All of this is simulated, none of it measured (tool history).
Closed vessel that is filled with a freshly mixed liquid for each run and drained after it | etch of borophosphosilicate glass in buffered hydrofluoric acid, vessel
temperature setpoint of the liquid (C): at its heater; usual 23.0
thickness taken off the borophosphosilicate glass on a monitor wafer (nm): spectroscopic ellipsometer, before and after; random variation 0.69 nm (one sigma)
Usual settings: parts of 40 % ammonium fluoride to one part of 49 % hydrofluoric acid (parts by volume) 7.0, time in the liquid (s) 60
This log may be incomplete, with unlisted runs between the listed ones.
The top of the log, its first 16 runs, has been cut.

| run | hour | temperature setpoint of the liquid (C) | parts of 40 % ammonium fluoride to one part of 49 % hydrofluoric acid (parts by volume) | time in the liquid (s) | wafers since the last listed run | hours since the thermometer was replaced | hours since the hydrofluoric acid flow meter was replaced | hours since the gauge calibration | read-back film thickness of the borophosphosilicate glass reference wafer, read on the same gauge (nm) | thickness taken off the borophosphosilicate glass on a monitor wafer (nm) |
|---|---|---|---|---|---|---|---|---|---|---|
| 17 | 434.2 | 24.5 | 7.0 | 30 | 2490 | 2495.7 | 682.6 | 492.7 | 120.01 | 76.10 |
| 18 | 465.0 | 23.0 | 7.0 | 60 | 3502 | 2526.5 | 713.4 | 523.5 | 120.00 | 140.11 |
| 19 | 497.6 | 23.0 | 7.0 | 60 | 3707 | 2559.1 | 746.0 | 556.1 | 120.03 | 139.16 |
| 20 | 529.0 | 21.5 | 9.0 | 75 | 3571 | 2590.5 | 777.4 | 587.5 | 120.01 | 124.30 |
|  | 572.7 | gauge calibrated |
|  | 602.1 | thermometer replaced |
|  | 610.4 | hydrofluoric acid flow meter replaced |
| 21 | 615.4 | 26.5 | 9.5 | 40 | 9598 | 13.3 | 5.0 | 42.7 | 120.00 | 86.52 |
| 22 | 640.2 | 23.0 | 7.0 | 60 | 2820 | 38.1 | 29.8 | 67.5 | 119.99 | 146.11 |
| 23 | 654.2 | 23.0 | 7.0 | 40 | 1592 | 52.1 | 43.8 | 81.5 | 119.99 | 98.35 |
| 24 | 686.9 | 19.5 | 7.0 | 40 | 3719 | 84.8 | 76.5 | 114.2 | 120.01 | 80.17 |
| 25 | 710.1 | 26.5 | 7.0 | 80 | 2638 | 108.0 | 99.7 | 137.4 | 120.00 | 233.69 |

Forecast run 26:
| 26 | 736.4 | 23.0 | 6.0 | 60 | 2991 | 134.3 | 126.0 | 163.7 | ? | ? |

{"run 26": {"read-back film thickness of the borophosphosilicate glass reference wafer, read on the same gauge (nm)": 119.98, "thickness taken off the borophosphosilicate glass on a monitor wafer (nm)": 166.63}}
Take away the tool's hidden state, keep the run-to-run variation as it was, and the same run would have given thickness taken off the borophosphosilicate glass on a monitor wafer (nm) 168.30.

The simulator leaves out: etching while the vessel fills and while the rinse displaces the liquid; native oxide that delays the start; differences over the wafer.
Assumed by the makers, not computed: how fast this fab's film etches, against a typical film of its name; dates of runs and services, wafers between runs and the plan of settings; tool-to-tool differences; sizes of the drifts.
